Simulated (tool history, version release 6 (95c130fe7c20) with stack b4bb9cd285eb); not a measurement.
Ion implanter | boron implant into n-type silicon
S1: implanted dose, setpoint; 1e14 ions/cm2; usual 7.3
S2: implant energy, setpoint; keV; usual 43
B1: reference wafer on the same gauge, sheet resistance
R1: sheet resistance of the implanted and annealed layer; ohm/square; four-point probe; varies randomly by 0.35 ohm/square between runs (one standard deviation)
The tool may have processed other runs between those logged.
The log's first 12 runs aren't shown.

{"run": 13, "day": 7.892, "S1": 7.3, "S2": 43, "B1": 172.93, "R1": 168.76}
{"day": 8.5, "done": "extraction supply calibrated"}
{"run": 14, "day": 8.521, "S1": 7.3, "S2": 43, "B1": 173.04, "R1": 168.4}
{"run": 15, "day": 8.579, "S1": 7.3, "S2": 43, "B1": 172.95, "R1": 169.01}
{"run": 16, "day": 9.054, "S1": 7.3, "S2": 43, "B1": 172.98, "R1": 168.34}
{"run": 17, "day": 9.65, "S1": 7.3, "S2": 43, "B1": 173.01, "R1": 168.92}
{"run": 18, "day": 10.329, "S1": 7.3, "S2": 43, "B1": 172.98, "R1": 169.46}
{"run": 19, "day": 10.812, "S1": 8.9, "S2": 53.5, "B1": 173.04, "R1": 142.72}
{"run": 20, "day": 11.421, "S1": 7.3, "S2": 43, "B1": 172.93, "R1": 168.6}
{"day": 12.058, "done": "gauge calibrated"}
{"run": 21, "day": 12.108, "S1": 7.3, "S2": 43, "B1": 173.05, "R1": 168.4}
{"run": 22, "day": 12.508, "S1": 9.36, "S2": 37, "B1": 173.03, "R1": 139.09}
{"day": 13.046, "done": "Faraday cup replaced and dose calibrated"}
{"run": 23, "day": 13.233, "S1": 7.3, "S2": 48.5, "B1": 173.01, "R1": 171.14}
{"run": 24, "day": 13.521, "S1": 7.88, "S2": 33.5, "B1": 172.96, "R1": 165.06}
{"run": 25, "day": 13.958, "S1": 5.44, "S2": 56, "B1": 173.03, "R1": 213.88}
{"run": 26, "day": 14.433, "S1": 8.1, "S2": 29, "B1": 173.02, "R1": 163.79}
{"run": 27, "day": 14.925, "S1": 7.3, "S2": 55.5, "B1": 173, "R1": 170.36}
{"day": 15.617, "done": "Faraday cup replaced and dose calibrated, repeated, since the last time left the tool worse"}
{"run": 28, "day": 15.671, "S1": 9.3, "S2": 39, "B1": 173.07, "R1": 134.99}
{"run": 29, "day": 16.325, "S1": 7.3, "S2": 50.5, "B1": 172.98, "R1": 161.87}
{"run": 30, "day": 16.775, "S1": 8.66, "S2": 34, "B1": 172.93, "R1": 144.15}
{"run": 31, "day": 17.092, "S1": 6.05, "S2": 29.5, "B1": 172.9, "R1": 197.08}
{"run": 32, "day": 17.379, "S1": 8.57, "S2": 47, "B1": 173, "R1": 143.73}
{"run": 33, "day": 18.0, "S1": 7.3, "S2": 43, "B1": 172.96, "R1": 163.77}
{"run": 34, "day": 18.317, "S1": 7.3, "S2": 50, "B1": 173.03, "R1": 162.71}
{"run": 35, "day": 18.858, "S1": 9.36, "S2": 37, "B1": 173.06, "R1": 135.1}
{"run": 36, "day": 19.271, "S1": 8.36, "S2": 36.5, "B1": 173, "R1": 148.59}
{"run": 37, "day": 19.754, "S1": 6.74, "S2": 43, "B1": 172.99, "R1": 175.71}

Branching from run 37: 4 alternative next runs. What would each branch give?
{"run": "A", "day": 19.771, "S1": 8.42, "S2": 43, "B1": "?", "R1": "?"}
{"run": "B", "day": 19.771, "S1": 6.31, "S2": 31, "B1": "?", "R1": "?"}
{"run": "C", "day": 19.771, "S1": 8.66, "S2": 57.5, "B1": "?", "R1": "?"}
{"run": "D", "day": 19.771, "S1": 8.77, "S2": 28.5, "B1": "?", "R1": "?"}

run=A B1=172.98 R1=146.93
run=B B1=172.98 R1=190.63
run=C B1=172.98 R1=141.58
run=D B1=172.98 R1=145.77
With the hidden condition removed and each run's random variation left untouched, the same runs would have given:
run=A R1=146.64
run=B R1=190.24
run=C R1=141.3
run=D R1=145.47
